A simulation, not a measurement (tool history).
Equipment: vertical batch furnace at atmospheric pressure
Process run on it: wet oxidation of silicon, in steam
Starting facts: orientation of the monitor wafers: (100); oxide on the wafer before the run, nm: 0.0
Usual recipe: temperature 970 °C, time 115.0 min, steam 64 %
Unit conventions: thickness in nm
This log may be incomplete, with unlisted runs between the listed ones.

run,hour,temperature,time,steam,"read-back reference wafer on the same gauge, thickness",thickness
1,0.0,970,115.0,64,410.28,375.09
2,21.8,990,115.0,64,410.75,442.95
3,52.7,990,115.0,64,409.90,438.58
4,72.6,990,115.0,64,410.17,442.14
5,102.9,970,115.0,64,410.35,377.43
6,133.1,970,115.0,64,409.68,376.22
7,148.1,970,115.0,64,409.22,377.59
8,177.3,970,115.0,64,409.83,377.89
9,193.0,970,115.0,64,410.13,378.48
10,210.3,970,115.0,68,409.36,393.50
11,238.8,970,115.0,68,409.48,392.31
12,265.8,970,115.0,68,411.28,391.67
13,323.5,985,115.0,64,409.56,419.65
14,345.1,985,115.0,64,410.14,419.52
15,371.9,985,115.0,64,410.01,420.42
16,389.8,970,115.0,64,410.58,376.25
17,418.3,970,115.0,64,409.04,371.31
18,443.1,970,115.0,64,410.07,370.44
19,469.4,970,115.0,64,409.16,371.78
20,504.1,970,65.5,53,410.63,207.84
21,521.7,970,157.0,64,410.21,470.28
22,538.4,970,115.0,64,410.43,371.98
23,551.5,970,115.0,58,409.67,345.87
24,584.3,977,115.0,64,409.24,395.30
25,656.5,970,115.0,64,410.90,369.23
26,679.3,953,115.0,74,411.22,357.77
27,715.1,963,60.5,61,409.86,201.91
28,736.3,980,96.0,75,410.36,394.34
29,782.3,957,71.0,68,410.47,247.67
30,789.3,970,147.5,67,410.95,474.78
31,815.8,945,90.0,70,410.48,270.10
32,848.0,970,159.5,54,409.73,432.44
33,870.9,970,115.0,64,408.98,387.08
34,899.8,949,115.0,60,410.17,303.55
35,931.7,959,157.5,56,410.28,404.39
36,965.4,970,115.0,64,408.91,382.30
37,984.0,951,87.0,75,409.40,293.65
38,1004.4,980,96.0,75,410.40,405.86

Not shown: 3 entries that the log had between the listed runs. Between which runs, and how does the tool's hidden state differ before and after?
In the gap between runs 14 and 15: thermocouples replaced and temperature profile calibrated (hour 371.4)
  steam share off its setpoint, % of the setpoint: -5.33 -> -5.46
  measured less the result without the state, thickness: -16.28 -> -16.73 nm
In the gap between runs 19 and 20: gauge calibrated (hour 491.8)
  steam share off its setpoint, % of the setpoint: -5.93 -> -6.1
  measured less the result without the state, thickness: -16.90 -> -10.71 nm
In the gap between runs 28 and 29: steam generator serviced (hour 781.8)
  steam share off its setpoint, % of the setpoint: -7.24 -> -1.17
  measured less the result without the state, thickness: -21.55 -> -2.33 nm
